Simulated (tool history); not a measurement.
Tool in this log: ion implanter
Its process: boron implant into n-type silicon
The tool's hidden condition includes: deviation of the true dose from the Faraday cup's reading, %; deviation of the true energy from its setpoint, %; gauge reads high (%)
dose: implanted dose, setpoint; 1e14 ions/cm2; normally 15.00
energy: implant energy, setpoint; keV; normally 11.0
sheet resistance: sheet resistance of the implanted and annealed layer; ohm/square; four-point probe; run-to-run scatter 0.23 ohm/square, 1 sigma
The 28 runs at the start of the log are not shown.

run	day	dose	energy	wafers since the last listed run	hours since the last dose calibration	hours since the extraction supply was calibrated	hours since the gauge calibration	read-back reference wafer on the same gauge, sheet resistance	sheet resistance
29	91.504	17.05	14.5	3519	651.9	545.5	1717.5	118.01	90.26
30	95.950	11.95	12.5	3649	758.6	652.2	1824.2	118.04	113.20
31	99.692	15.00	11.0	3071	848.4	742.0	1914.0	117.97	105.22
# day 103.638: Faraday cup replaced and dose calibrated
32	103.850	15.00	8.0	3139	5.1	841.8	2013.8	118.00	117.80
# day 104.183: gauge calibrated
33	105.888	13.64	13.5	1672	54.0	890.7	40.9	117.97	100.80
34	108.612	16.97	14.0	2236	119.4	956.1	106.3	118.08	90.26
35	111.175	15.00	11.0	2103	180.9	1017.6	167.8	117.95	103.52
36	114.850	12.49	10.0	3016	269.1	1105.8	256.0	117.93	116.37

Forecast each of these 5 alternatives for the next run:
A	114.867	15.00	11.0	13	269.5	1106.2	256.4	?	?
B	114.867	18.79	12.5	13	269.5	1106.2	256.4	?	?
C	114.867	12.90	9.0	13	269.5	1106.2	256.4	?	?
D	114.867	19.07	14.5	13	269.5	1106.2	256.4	?	?
E	114.867	11.32	13.5	13	269.5	1106.2	256.4	?	?

run	read-back reference wafer on the same gauge, sheet resistance	sheet resistance
A	118.00	103.97
B	118.00	91.16
C	118.00	118.39
D	118.00	85.41
E	118.00	113.70
With no hidden state in the tool, these same runs would have given:
run	sheet resistance
A	103.88
B	91.40
C	118.23
D	85.38
E	112.17
